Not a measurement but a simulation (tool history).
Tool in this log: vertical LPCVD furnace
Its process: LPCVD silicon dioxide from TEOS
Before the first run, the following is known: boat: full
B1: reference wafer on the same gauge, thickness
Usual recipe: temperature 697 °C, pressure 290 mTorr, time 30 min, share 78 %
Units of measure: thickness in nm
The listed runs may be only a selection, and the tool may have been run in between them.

Run 1, hour 0.0: usual settings; B1 177.93. Result: thickness 229.05 nm.
Run 2, hour 32.6: usual settings; B1 178.01. Result: thickness 229.28 nm.
Run 3, hour 55.9: usual settings; B1 178.06. Result: thickness 229.62 nm.
Run 4, hour 75.3: usual settings; B1 178.02. Result: thickness 228.93 nm.
Run 5, hour 101.4: usual settings; B1 177.99. Result: thickness 229.03 nm.
Run 6, hour 115.0: usual settings; B1 178.02. Result: thickness 229.41 nm.
At hour 147.0: TEOS flow controller replaced.
At hour 147.3: gauge calibrated.
At hour 157.9: pressure gauge zeroed.
Run 7, hour 158.4: usual settings; B1 178.02. Result: thickness 228.97 nm.
At hour 212.6: thermocouples replaced and temperature profile calibrated.
Run 8, hour 213.1: usual settings; B1 177.99. Result: thickness 210.21 nm.
Run 9, hour 227.8: usual settings but time 37 min, share 89 %; B1 178.07. Result: thickness 277.16 nm.
Run 10, hour 254.1: usual settings but pressure 330 mTorr; B1 178.01. Result: thickness 224.65 nm.
Run 11, hour 271.8: usual settings; B1 177.94. Result: thickness 210.13 nm.
Run 12, hour 291.2: usual settings but temperature 704 °C, share 71 %; B1 178.11. Result: thickness 237.58 nm.
Run 13, hour 310.7: usual settings but temperature 706 °C; B1 177.92. Result: thickness 260.29 nm.
Run 14, hour 333.7: usual settings but pressure 325 mTorr; B1 178.11. Result: thickness 223.40 nm.

Run 15 has not been measured yet. What should we expect?
Run 15, hour 365.1: usual settings but temperature 692 °C, pressure 320 mTorr, share 83 %; B1 ?. Result: thickness ?.

B1: 178.03
thickness: 204.52 nm
On a tool with no hidden condition, and with the same random variation, this run would have come out at thickness 200.64 nm.
